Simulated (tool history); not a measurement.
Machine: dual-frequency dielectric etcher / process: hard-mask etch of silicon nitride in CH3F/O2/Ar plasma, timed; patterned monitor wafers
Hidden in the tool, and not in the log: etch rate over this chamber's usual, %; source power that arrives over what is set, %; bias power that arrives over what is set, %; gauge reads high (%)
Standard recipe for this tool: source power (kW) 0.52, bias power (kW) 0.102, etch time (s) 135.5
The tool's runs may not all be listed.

run	hour	source power (kW)	bias power (kW)	etch time (s)	wafers since the last listed run	hours since the last wet clean	hours since the last source power generator calibration	hours since the last bias power generator calibration	hours since the last upper electrode change	hours since the gauge calibration	read-back reference wafer on the same gauge, depth_nm	mean etch depth across the wafer (Å)
1	0	0.52	0.102	135.5	0	428.5	3084.8	2742.6	3427	210.8	101	1159
2	8.9	0.52	0.102	135.5	81	437.4	3093.7	2751.5	3435.9	219.7	101	1160
3	20.8	0.52	0.102	135.5	108	449.3	3105.6	2763.4	3447.8	231.6	101	1161
4	35.1	0.52	0.102	135.5	130	463.6	3119.9	2777.7	3462.1	245.9	101	1160
5	44.2	0.49	0.102	135.5	82	472.7	3129	2786.8	3471.2	255	101	1130
6	58.8	0.49	0.102	135.5	133	487.3	3143.6	2801.4	3485.8	269.6	101	1126
7	67.8	0.49	0.102	135.5	82	496.3	3152.6	2810.4	3494.8	278.6	101	1127
8	78.8	0.62	0.102	135.5	100	507.3	3163.6	2821.4	3505.8	289.6	100.9	1243
9	122.9	0.52	0.102	135.5	402	551.4	3207.7	2865.5	3549.9	333.7	101	1154
10	135.8	0.52	0.102	135.5	117	564.3	3220.6	2878.4	3562.8	346.6	101	1153
# hour 136: gauge calibrated
# hour 143: source power generator calibrated
11	145.6	0.52	0.102	135.5	52	574.1	2.6	2888.2	3572.6	9.6	101	1150
# hour 170: upper electrode replaced
12	170.5	0.52	0.102	135.5	8	599	27.5	2913.1	0.5	34.5	101	1151
13	170.9	0.52	0.102	135.5	3	599.4	27.9	2913.5	0.9	34.9	101	1152
14	171.2	0.52	0.102	135.5	2	599.7	28.2	2913.8	1.2	35.2	101	1153
15	186.4	0.63	0.102	121	138	614.9	43.4	2929	16.4	50.4	101	1111
# hour 215.8: wet clean of the chamber
16	216.3	0.52	0.102	135.5	53	0.5	73.3	2958.9	46.3	80.3	101	1176
17	216.6	0.45	0.076	159.5	2	0.8	73.6	2959.2	46.6	80.6	101	1087
18	223.2	0.41	0.126	135.5	60	7.4	80.2	2965.8	53.2	87.2	101	1203
19	232.6	0.48	0.081	124.5	85	16.8	89.6	2975.2	62.6	96.6	101	911
20	240.4	0.63	0.102	135.5	71	24.6	97.4	2983	70.4	104.4	101	1275
21	252.9	0.52	0.102	135.5	113	37.1	109.9	2995.5	82.9	116.9	101	1175
22	265.4	0.56	0.115	135.5	113	49.6	122.4	3008	95.4	129.4	101	1295
23	280.4	0.52	0.102	135.5	136	64.6	137.4	3023	110.4	144.4	101	1173
# hour 291: bias power generator calibrated
24	296.8	0.44	0.079	101.5	113	81	153.8	5.8	126.8	160.8	101	702
25	307.6	0.62	0.102	135.5	98	91.8	164.6	16.6	137.6	171.6	100.9	1262
26	325.6	0.52	0.125	97	164	109.8	182.6	34.6	155.6	189.6	101	941
27	341.9	0.46	0.114	135.5	148	126.1	198.9	50.9	171.9	205.9	101	1186
28	355.4	0.48	0.116	111.5	123	139.6	212.4	64.4	185.4	219.4	101	1004
29	368.4	0.56	0.102	135.5	118	152.6	225.4	77.4	198.4	232.4	101	1210

Each row is a separate what-if for the run after 29, all from the same tool condition, not one after another. Results?
A	368.9	0.52	0.089	135.5	4	153.1	225.9	77.9	198.9	232.9	?	?
B	368.9	0.52	0.121	135.5	4	153.1	225.9	77.9	198.9	232.9	?	?
C	368.9	0.52	0.078	123.5	4	153.1	225.9	77.9	198.9	232.9	?	?

run	read-back reference wafer on the same gauge, depth_nm	mean etch depth across the wafer (Å)
A	101	1080
B	101	1289
C	101	906
With the hidden condition removed and each run's random variation left untouched, the same runs would have given:
run	mean etch depth across the wafer (Å)
A	1086
B	1297
C	912

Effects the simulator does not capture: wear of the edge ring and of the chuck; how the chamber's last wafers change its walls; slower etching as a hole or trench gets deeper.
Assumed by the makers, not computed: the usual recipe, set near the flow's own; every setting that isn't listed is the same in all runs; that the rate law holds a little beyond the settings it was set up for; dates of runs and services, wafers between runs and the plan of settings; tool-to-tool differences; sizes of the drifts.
